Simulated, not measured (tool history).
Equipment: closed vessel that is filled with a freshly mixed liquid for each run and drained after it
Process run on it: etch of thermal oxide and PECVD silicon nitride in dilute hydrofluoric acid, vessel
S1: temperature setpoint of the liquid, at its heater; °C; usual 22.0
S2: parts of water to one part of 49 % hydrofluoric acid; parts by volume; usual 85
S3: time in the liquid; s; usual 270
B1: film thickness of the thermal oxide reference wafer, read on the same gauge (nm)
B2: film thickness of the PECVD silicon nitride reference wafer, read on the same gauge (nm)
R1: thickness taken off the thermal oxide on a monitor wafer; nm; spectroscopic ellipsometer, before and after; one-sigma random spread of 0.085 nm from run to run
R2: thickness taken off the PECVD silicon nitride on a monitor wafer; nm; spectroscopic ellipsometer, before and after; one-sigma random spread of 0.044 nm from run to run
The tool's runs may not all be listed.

run    hour    S1   S2   S3     B1      B2     R1     R2
  1     0.0  22.0   85  270  59.98  110.00  12.02   9.37
  2    45.3  22.0   85  270  60.02  110.01  11.99   9.28
  3    92.0  22.0   85  270  59.99  110.01  11.94   9.13
  4   162.6  22.0   85  270  59.96  110.04  11.92   9.07
  5   223.7  22.0   85  270  59.93  109.98  11.76   8.98
  6   263.3  22.0   85  270  59.97  110.01  11.60   8.93
  7   305.3  22.0   85  270  60.02  110.01  11.60   8.86
  8   375.3  18.0  110  375  60.03  110.01  10.28   7.21
  9   426.7  22.0   70  380  60.00  109.98  19.88  14.82
 10   473.6  22.0   85  270  60.00  109.97  11.37   8.63
 11   634.2  22.0   60  270  59.94  110.02  16.34  11.88
 12   663.4  19.5   75  270  60.02  109.98  11.51   8.00
 13   706.8  22.0   65  205  60.01  110.00  11.92   8.92
 14   772.8  25.5   85  150  59.99  110.01   7.47   6.31
 15   841.3  22.0   85  270  60.02  110.01  11.60   8.85
 16   871.8  22.0   85  215  60.04  110.00   9.13   7.08
 17   930.7  18.0   85  335  59.96  110.00  11.97   8.30
 18   993.0  22.0  105  150  59.99  109.98   4.99   3.90
 19  1030.0  18.5  115  330  60.03  109.98   8.53   6.17
 20  1068.1  22.0   70  380  60.02  109.97  19.51  14.50
 21  1096.2  22.0  115  270  59.99  110.01   8.02   6.30
 22  1121.2  24.5  105  125  59.95  110.01   4.50   3.78
 23  1174.8  26.0  120  425  60.06  109.94  13.82  12.24
 24  1225.2  18.0  115  315  60.00  110.07   7.80   5.48
 25  1283.1  19.5   85  370  59.99  110.04  13.57   9.61

Between the runs listed above, the log contained 1 entry, not reproduced here. Where in the sequence does each belong, and how does what the log doesn't record of the tool's condition differ from the listed run before to the listed run after?
Logged between run 12 and run 13: thermometer replaced (hour 696.8)
  liquid colder than its thermometer reads (K): 1.32 -> 0.128; hydrofluoric acid flow below the setpoint (%): 3.44 -> 3.56
  what was measured, less what the result would be without the hidden state, R1: -1.13 -> -0.54 nm; R2: -1.07 -> -0.41 nm
